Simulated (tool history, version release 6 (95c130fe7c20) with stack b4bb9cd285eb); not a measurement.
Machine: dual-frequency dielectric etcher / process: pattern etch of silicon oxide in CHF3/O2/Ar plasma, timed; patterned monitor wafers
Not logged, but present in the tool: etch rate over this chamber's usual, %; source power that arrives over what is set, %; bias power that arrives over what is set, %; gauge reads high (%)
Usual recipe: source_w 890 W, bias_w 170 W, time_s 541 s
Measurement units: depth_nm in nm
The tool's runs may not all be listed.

run     day  source_w  bias_w  time_s  wafers since the last listed run  hours since the last wet clean  hours since the last source power generator calibration  hours since the last bias power generator calibration  hours since the last upper electrode change  hours since the gauge calibration  read-back reference wafer on the same gauge, depth_nm  depth_nm
  1       0       890     170   612.5                                 0                           182.4                                                   2770.3                                                 4405.3                                         5488                              303.6                                                 1191.5    1375.6
  2     0.7       890     170   612.5                                51                           199.2                                                   2787.1                                                 4422.1                                       5504.8                              320.4                                                 1188.4    1373.7
  3   1.442       890     170     541                                54                             217                                                   2804.9                                                 4439.9                                       5522.6                              338.2                                                 1193.2    1199.6
  4   2.725       890     170     541                                94                           247.8                                                   2835.7                                                 4470.7                                       5553.4                                369                                                   1189      1205
      3.512  -- gauge calibrated
  5   4.008      1050     170     623                                94                           278.6                                                   2866.5                                                 4501.5                                       5584.2                               11.9                                                 1187.2    1439.3
  6   5.488       890     170   416.5                               109                           314.1                                                     2902                                                   4537                                       5619.7                               47.4                                                 1189.7     924.5
  7   6.933       890     170     541                               106                           348.8                                                   2936.7                                                 4571.7                                       5654.4                               82.1                                                 1188.5    1195.5
  8   8.238       890     170     541                                96                           380.1                                                     2968                                                   4603                                       5685.7                              113.4                                                 1189.9    1197.9
     10.379  -- source power generator calibrated
     10.617  -- upper electrode replaced
  9  10.638       890     170     541                               146                           437.7                                                      6.2                                                 4660.6                                          0.5                                171                                                 1193.9    1188.4
 10  10.658       890     170     541                                 1                           438.2                                                      6.7                                                 4661.1                                            1                              171.5                                                 1187.8    1178.3
 11  11.038       890     170     541                                27                           447.3                                                     15.8                                                 4670.2                                         10.1                              180.6                                                 1188.6    1193.7
 12  12.358       950     170     541                                97                             479                                                     47.5                                                 4701.9                                         41.8                              212.3                                                   1193    1201.2
 13    13.5       890     143     481                                84                           506.4                                                     74.9                                                 4729.3                                         69.2                              239.7                                                 1190.3      1015
 14  14.596       890     170     541                                80                           532.7                                                    101.2                                                 4755.6                                         95.5                                266                                                 1189.9    1195.6
 15  15.158       980     170   399.5                                41                           546.2                                                    114.7                                                 4769.1                                          109                              279.5                                                 1191.8     882.7
     16.896  -- wet clean of the chamber
 16  16.917      1040     170     541                                55                             0.5                                                    156.9                                                 4811.3                                        151.2                              321.7                                                 1188.9    1258.7
 17  17.008       890     170     383                                 6                             2.7                                                    159.1                                                 4813.5                                        153.4                              323.9                                                 1189.4     860.9
     17.575  -- gauge calibrated
 18  17.742       890     170     541                                54                            20.3                                                    176.7                                                 4831.1                                          171                                  4                                                 1192.1    1212.3
 19   18.35      1050     170     623                                44                            34.9                                                    191.3                                                 4845.7                                        185.6                               18.6                                                 1191.4    1446.9
 20  18.862      1090     170   425.5                                37                            47.2                                                    203.6                                                   4858                                        197.9                               30.9                                                 1188.8    1002.3
 21  19.383       760     159     541                                38                            59.7                                                    216.1                                                 4870.5                                        210.4                               43.4                                                 1188.8    1163.9
     20.421  -- bias power generator calibrated
 22  20.442       890     170     541                                65                            85.1                                                    241.5                                                    0.5                                        235.8                               68.8                                                 1190.8    1209.1
 23  21.204       890     159     541                                56                           103.4                                                    259.8                                                   18.8                                        254.1                               87.1                                                 1190.8    1195.2
 24  22.083       970     203   469.5                                64                           124.5                                                    280.9                                                   39.9                                        275.2                              108.2                                                 1187.1    1115.5
 25  23.154       890     159   428.5                                78                           150.2                                                    306.6                                                   65.6                                        300.9                              133.9                                                 1188.4     943.2
 26  24.229       830     170     411                                79                             176                                                    332.4                                                   91.4                                        326.7                              159.7                                                 1190.5     904.2
 27  25.683       890     170     541                               107                           210.9                                                    367.3                                                  126.3                                        361.6                              194.6                                                 1191.8    1214.8

Forecast each of these 3 alternatives for the next run:
  A  25.708       960     170     541                                 1                           211.5                                                    367.9                                                  126.9                                        362.2                              195.2                                                      ?         ?
  B  25.708      1030     186   634.5                                 1                           211.5                                                    367.9                                                  126.9                                        362.2                              195.2                                                      ?         ?
  C  25.708       800     154     433                                 1                           211.5                                                    367.9                                                  126.9                                        362.2                              195.2                                                      ?         ?

run  read-back reference wafer on the same gauge, depth_nm  depth_nm
  A                                                 1187.3    1228.2
  B                                                 1187.3    1496.8
  C                                                 1187.3     922.7
Stripped of hidden state, with their random variation kept, the same runs would have yielded:
run  depth_nm
  A    1245.3
  B    1517.7
  C     935.6
